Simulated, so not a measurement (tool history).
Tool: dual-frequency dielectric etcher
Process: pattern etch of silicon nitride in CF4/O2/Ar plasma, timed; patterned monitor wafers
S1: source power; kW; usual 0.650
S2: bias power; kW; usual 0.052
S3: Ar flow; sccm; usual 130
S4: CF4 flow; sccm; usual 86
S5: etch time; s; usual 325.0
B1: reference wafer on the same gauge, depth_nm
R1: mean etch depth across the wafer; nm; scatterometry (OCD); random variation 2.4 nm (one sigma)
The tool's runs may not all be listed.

Run 1, day 0.000: usual settings; B1 643.6. Result: R1 809.4 nm.
Run 2, day 0.254: usual settings but S1 0.750 kW, S4 76 sccm; B1 643.4. Result: R1 879.0 nm.
Run 3, day 1.000: usual settings but S4 81 sccm, S5 296.5 s; B1 643.4. Result: R1 734.4 nm.
Run 4, day 1.629: usual settings but S4 81 sccm, S5 296.5 s; B1 643.6. Result: R1 732.1 nm.
At day 3.075: wet clean of the chamber.
Run 5, day 3.096: usual settings; B1 643.3. Result: R1 793.5 nm.
Run 6, day 3.112: usual settings; B1 643.7. Result: R1 790.5 nm.
Run 7, day 3.129: usual settings; B1 643.3. Result: R1 788.5 nm.
At day 3.688: gauge calibrated.
At day 4.288: source power generator calibrated.
Run 8, day 4.421: usual settings; B1 643.0. Result: R1 791.0 nm.
At day 5.279: CF4 flow controller replaced.
Run 9, day 5.300: usual settings; B1 643.7. Result: R1 794.7 nm.
Run 10, day 5.521: usual settings but S3 148 sccm; B1 642.9. Result: R1 778.8 nm.
Run 11, day 6.042: usual settings but S4 79 sccm; B1 642.8. Result: R1 782.3 nm.
At day 6.858: bias power generator calibrated.
At day 6.917: Ar flow controller replaced.
At day 7.912: upper electrode replaced.
Run 12, day 7.933: usual settings; B1 642.8. Result: R1 792.2 nm.
Run 13, day 7.950: usual settings but S4 106 sccm; B1 642.5. Result: R1 815.3 nm.
Run 14, day 7.967: usual settings; B1 642.5. Result: R1 791.3 nm.
Run 15, day 8.250: usual settings but S1 0.750 kW, S3 151 sccm; B1 642.7. Result: R1 856.0 nm.
Run 16, day 8.662: usual settings; B1 643.6. Result: R1 795.4 nm.
Run 17, day 9.396: usual settings but S2 0.039 kW, S3 121 sccm; B1 643.3. Result: R1 726.5 nm.
Run 18, day 9.788: usual settings but S5 386.5 s; B1 643.2. Result: R1 943.1 nm.
Run 19, day 10.246: usual settings but S2 0.063 kW; B1 643.3. Result: R1 857.8 nm.
Run 20, day 10.808: usual settings but S1 0.780 kW, S4 98 sccm, S5 405.5 s; B1 642.6. Result: R1 1149.7 nm.
Run 21, day 11.217: usual settings but S5 372.0 s; B1 642.3. Result: R1 912.4 nm.

4 ways to go on from here, each from the tool as it stands after run 21. What would each give?
Run A, day 11.238: usual settings; B1 ?. Result: R1 ?.
Run B, day 11.238: usual settings but S2 0.061 kW; B1 ?. Result: R1 ?.
Run C, day 11.238: usual settings but S2 0.040 kW, S3 140 sccm, S4 75 sccm, S5 262.5 s; B1 ?. Result: R1 ?.
Run D, day 11.238: usual settings but S4 78 sccm; B1 ?. Result: R1 ?.

run     B1     R1
  A  643.3  795.6
  B  643.3  845.8
  C  643.3  564.9
  D  643.3  784.7
Without the tool's hidden state the same runs would have given:
run     R1
  A  789.9
  B  839.8
  C  560.9
  D  779.1
